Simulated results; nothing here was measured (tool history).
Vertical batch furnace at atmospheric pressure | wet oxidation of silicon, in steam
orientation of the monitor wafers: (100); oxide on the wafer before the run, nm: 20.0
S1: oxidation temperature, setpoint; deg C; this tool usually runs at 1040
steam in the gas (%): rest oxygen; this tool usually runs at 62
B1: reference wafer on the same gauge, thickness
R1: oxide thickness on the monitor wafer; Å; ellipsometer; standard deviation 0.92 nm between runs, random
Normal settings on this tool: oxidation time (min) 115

run 1 hour=0 | S1=1048 oxidation_time_(min)=141.5 steam_in_the_gas_(%)=62 | B1=580.17 | R1=7054.5
run 2 hour=22.1 | S1=1048 oxidation_time_(min)=141.5 steam_in_the_gas_(%)=62 | B1=580.16 | R1=7058.9
run 3 hour=53.7 | S1=1040 oxidation_time_(min)=115 steam_in_the_gas_(%)=65 | B1=580.09 | R1=6193.2
run 4 hour=84.2 | S1=1040 oxidation_time_(min)=115 steam_in_the_gas_(%)=65 | B1=580.06 | R1=6174.5
run 5 hour=108.1 | S1=1040 oxidation_time_(min)=115 steam_in_the_gas_(%)=62 | B1=580.27 | R1=6021.2
run 6 hour=122.8 | S1=1040 oxidation_time_(min)=115 steam_in_the_gas_(%)=62 | B1=579.75 | R1=6026.4
-- hour=156.4 gauge calibrated
-- hour=187.6 thermocouples replaced and temperature profile calibrated
run 7 hour=193.6 | S1=1040 oxidation_time_(min)=115 steam_in_the_gas_(%)=62 | B1=580.15 | R1=5845.1
run 8 hour=225.4 | S1=1040 oxidation_time_(min)=115 steam_in_the_gas_(%)=62 | B1=580.06 | R1=5841.1
run 9 hour=251.7 | S1=1040 oxidation_time_(min)=115 steam_in_the_gas_(%)=62 | B1=579.87 | R1=5848.9
run 10 hour=271.6 | S1=1040 oxidation_time_(min)=115 steam_in_the_gas_(%)=62 | B1=579.87 | R1=5863.8
-- hour=301 steam generator serviced
run 11 hour=301.5 | S1=1040 oxidation_time_(min)=115 steam_in_the_gas_(%)=62 | B1=580.28 | R1=6177.6
run 12 hour=313.3 | S1=1040 oxidation_time_(min)=134 steam_in_the_gas_(%)=73 | B1=579.94 | R1=7440.1
run 13 hour=328.8 | S1=1021 oxidation_time_(min)=73.5 steam_in_the_gas_(%)=62 | B1=580.04 | R1=4199.1
run 14 hour=362.6 | S1=1040 oxidation_time_(min)=96.5 steam_in_the_gas_(%)=66 | B1=579.93 | R1=5751.2
run 15 hour=384.3 | S1=1019 oxidation_time_(min)=115 steam_in_the_gas_(%)=62 | B1=580.01 | R1=5487.3
run 16 hour=405 | S1=1040 oxidation_time_(min)=134 steam_in_the_gas_(%)=73 | B1=580.2 | R1=7415.9
run 17 hour=429.3 | S1=1040 oxidation_time_(min)=162.5 steam_in_the_gas_(%)=62 | B1=579.84 | R1=7536.9
-- hour=453.4 gauge calibrated
run 18 hour=459.7 | S1=1040 oxidation_time_(min)=115 steam_in_the_gas_(%)=65 | B1=579.99 | R1=6312.6
run 19 hour=476 | S1=1040 oxidation_time_(min)=69 steam_in_the_gas_(%)=54 | B1=580.43 | R1=4116.8

Below, each run's measurement less what the same run would have read without the hidden state. Both values contain the same run-to-run variation, but the gauge's scatter may not be the same in both:
Unlogged tool condition in this case: true tube temperature minus thermocouple reading, K; steam share off its setpoint, % of the setpoint; gauge reads high (%).
run=1 R1=-179.3
run=2 R1=-178
run=3 R1=-148.8
run=4 R1=-146.4
run=5 R1=-140.5
run=6 R1=-139.6
run=7 R1=-309.4
run=8 R1=-307
run=9 R1=-305.6
run=10 R1=-305
run=11 R1=+9.1
run=12 R1=+6.7
run=13 R1=+3.5
run=14 R1=-4.6
run=15 R1=-7.6
run=16 R1=-18
run=17 R1=-24.5
run=18 R1=-26.2
run=19 R1=-18.2
